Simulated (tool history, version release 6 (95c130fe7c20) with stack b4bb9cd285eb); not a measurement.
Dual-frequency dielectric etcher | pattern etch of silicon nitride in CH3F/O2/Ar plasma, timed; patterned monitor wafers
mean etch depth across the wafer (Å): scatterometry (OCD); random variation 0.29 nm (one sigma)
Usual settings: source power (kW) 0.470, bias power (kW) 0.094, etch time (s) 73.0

run	hour	source power (kW)	bias power (kW)	etch time (s)	wafers since the last listed run	hours since the last wet clean	hours since the last source power generator calibration	hours since the last bias power generator calibration	hours since the last upper electrode change	hours since the gauge calibration	read-back reference wafer on the same gauge, depth_nm	mean etch depth across the wafer (Å)
1	0.0	0.470	0.094	61.0	0	578.2	3146.7	1187.8	2619.1	2841.4	55.7	498
# hour 44.0: wet clean of the chamber
2	85.4	0.470	0.094	61.0	899	41.4	3232.1	1273.2	2704.5	2926.8	55.7	499
3	171.0	0.470	0.094	61.0	1254	127.0	3317.7	1358.8	2790.1	3012.4	55.8	498
4	251.6	0.470	0.094	73.0	1180	207.6	3398.3	1439.4	2870.7	3093.0	55.6	595
5	343.0	0.470	0.094	73.0	1339	299.0	3489.7	1530.8	2962.1	3184.4	55.5	602
6	391.7	0.470	0.094	73.0	713	347.7	3538.4	1579.5	3010.8	3233.1	55.6	600
7	444.6	0.470	0.094	73.0	775	400.6	3591.3	1632.4	3063.7	3286.0	55.7	598
8	491.8	0.390	0.094	73.0	691	447.8	3638.5	1679.6	3110.9	3333.2	55.5	531
9	598.7	0.390	0.094	73.0	1566	554.7	3745.4	1786.5	3217.8	3440.1	55.6	533
# hour 673.4: wet clean of the chamber
10	673.9	0.410	0.094	73.0	750	0.5	3820.6	1861.7	3293.0	3515.3	55.6	546
11	755.9	0.470	0.094	66.5	1201	82.5	3902.6	1943.7	3375.0	3597.3	55.7	548
12	806.6	0.470	0.094	73.0	742	133.2	3953.3	1994.4	3425.7	3648.0	55.6	595
13	907.0	0.470	0.094	73.0	1470	233.6	4053.7	2094.8	3526.1	3748.4	55.6	597
# hour 992.5: gauge calibrated
# hour 1007.0: upper electrode replaced, of another model than before
14	1013.5	0.390	0.084	95.0	1208	340.1	4160.2	2201.3	6.5	21.0	55.6	613
15	1068.8	0.470	0.094	73.0	810	395.4	4215.5	2256.6	61.8	76.3	55.7	582
16	1154.3	0.360	0.101	73.0	1252	480.9	4301.0	2342.1	147.3	161.8	55.7	441
# hour 1177.8: source power generator calibrated
17	1239.7	0.470	0.094	85.0	1192	566.3	61.9	2427.5	232.7	247.2	55.6	715
# hour 1309.2: wet clean of the chamber
18	1338.8	0.500	0.102	58.0	1100	29.6	161.0	2526.6	331.8	346.3	55.6	522
19	1391.8	0.560	0.087	92.0	776	82.6	214.0	2579.6	384.8	399.3	55.6	879
# hour 1437.0: bias power generator calibrated
20	1494.6	0.470	0.094	73.0	1447	185.4	316.8	57.6	487.6	502.1	55.6	609
21	1581.8	0.540	0.117	88.0	1277	272.6	404.0	144.8	574.8	589.3	55.8	868
22	1650.8	0.390	0.100	65.5	1010	341.6	473.0	213.8	643.8	658.3	55.5	458
23	1728.4	0.400	0.079	73.0	1136	419.2	550.6	291.4	721.4	735.9	55.7	493
24	1785.5	0.560	0.094	62.0	836	476.3	607.7	348.5	778.5	793.0	55.5	593
25	1887.2	0.470	0.094	65.5	1490	578.0	709.4	450.2	880.2	894.7	55.7	543
26	1928.4	0.510	0.071	85.5	603	619.2	750.6	491.4	921.4	935.9	55.7	709
# hour 1952.5: wet clean of the chamber
27	2010.4	0.470	0.094	73.0	849	57.9	832.6	573.4	1003.4	1017.9	55.6	602
28	2055.4	0.470	0.094	73.0	659	102.9	877.6	618.4	1048.4	1062.9	55.7	601
29	2144.0	0.470	0.080	73.0	1298	191.5	966.2	707.0	1137.0	1151.5	55.6	579
30	2208.0	0.420	0.085	80.5	937	255.5	1030.2	771.0	1201.0	1215.5	55.7	582

Hidden state or all else? Some run-to-run changes of mean etch depth across the wafer (Å), split into what the settings, what came in and random variation would give without the hidden state, and what is left for the hidden state (with any gauge scatter that isn't in both results):
The hidden state here: etch rate over this chamber's usual, %; source power that arrives over what is set, %; bias power that arrives over what is set, %; gauge reads high (%).
Run 13 -> 14: source power (kW) 0.470 -> 0.390, bias power (kW) 0.094 -> 0.084, etch time (s) 73.0 -> 95.0, gauge calibrated, upper electrode replaced, of another model than before. mean etch depth across the wafer (Å) +16: hidden state -11, all else +27.
Run 15 -> 16: source power (kW) 0.470 -> 0.360, bias power (kW) 0.094 -> 0.101. mean etch depth across the wafer (Å) -141: hidden state +7, all else -148.
Run 16 -> 17: source power (kW) 0.360 -> 0.470, bias power (kW) 0.101 -> 0.094, etch time (s) 73.0 -> 85.0, source power generator calibrated. mean etch depth across the wafer (Å) +274: hidden state +21, all else +253.
Run 18 -> 19: source power (kW) 0.500 -> 0.560, bias power (kW) 0.102 -> 0.087, etch time (s) 58.0 -> 92.0. mean etch depth across the wafer (Å) +357: hidden state -2, all else +359.
Run 21 -> 22: source power (kW) 0.540 -> 0.390, bias power (kW) 0.117 -> 0.100, etch time (s) 88.0 -> 65.5. mean etch depth across the wafer (Å) -410: hidden state +3, all else -413.
